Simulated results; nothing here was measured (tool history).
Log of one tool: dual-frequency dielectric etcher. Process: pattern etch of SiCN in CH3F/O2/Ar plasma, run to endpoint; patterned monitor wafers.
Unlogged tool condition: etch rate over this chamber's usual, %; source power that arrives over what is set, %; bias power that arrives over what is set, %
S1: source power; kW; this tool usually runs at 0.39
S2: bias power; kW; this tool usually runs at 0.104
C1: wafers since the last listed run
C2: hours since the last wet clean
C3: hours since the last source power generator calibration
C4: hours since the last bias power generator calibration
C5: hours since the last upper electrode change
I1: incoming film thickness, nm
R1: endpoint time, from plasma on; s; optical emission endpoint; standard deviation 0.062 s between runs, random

run	hour	S1	S2	C1	C2	C3	C4	C5	I1	R1
1	0	0.39	0.111	0	568.7	2177.6	2867	5585.3	7.59	20.4
2	14	0.39	0.122	281	582.7	2191.6	2881	5599.3	7.64	19.7
3	27.6	0.39	0.122	273	596.3	2205.2	2894.6	5612.9	7.66	19.7
# hour 67.8: wet clean of the chamber
4	68.3	0.39	0.104	335	0.5	2245.9	2935.3	5653.6	7.55	20
# hour 98.5: upper electrode replaced, of another model than before
5	99	0.39	0.104	134	31.2	2276.6	2966	0.5	7.6	20.2
6	100	0.47	0.094	20	32.2	2277.6	2967	1.5	7.61	20.7
# hour 104.5: source power generator calibrated
7	110.1	0.47	0.094	122	42.3	5.6	2977.1	11.6	7.64	20.9
8	124.6	0.47	0.094	291	56.8	20.1	2991.6	26.1	7.59	20.7
# hour 138.4: bias power generator calibrated
9	138.9	0.39	0.13	206	71.1	34.4	0.5	40.4	7.53	17.2
10	151.4	0.3	0.13	251	83.6	46.9	13	52.9	7.63	18.7
11	162.9	0.32	0.104	230	95.1	58.4	24.5	64.4	7.55	21.1
12	173.3	0.47	0.113	208	105.5	68.8	34.9	74.8	7.64	18.3
13	182.2	0.39	0.104	178	114.4	77.7	43.8	83.7	7.62	20.4
14	192.5	0.36	0.122	206	124.7	88	54.1	94	7.66	18.8
15	204.2	0.47	0.113	235	136.4	99.7	65.8	105.7	7.67	18.4

Run 16, settings as shown, results not yet in. Your forecast:
16	212.5	0.39	0.104	166	144.7	108	74.1	114	7.57	?

R1: 20.4 s
The same run, on a tool lacking any hidden state, would have yielded R1 19.9 s.
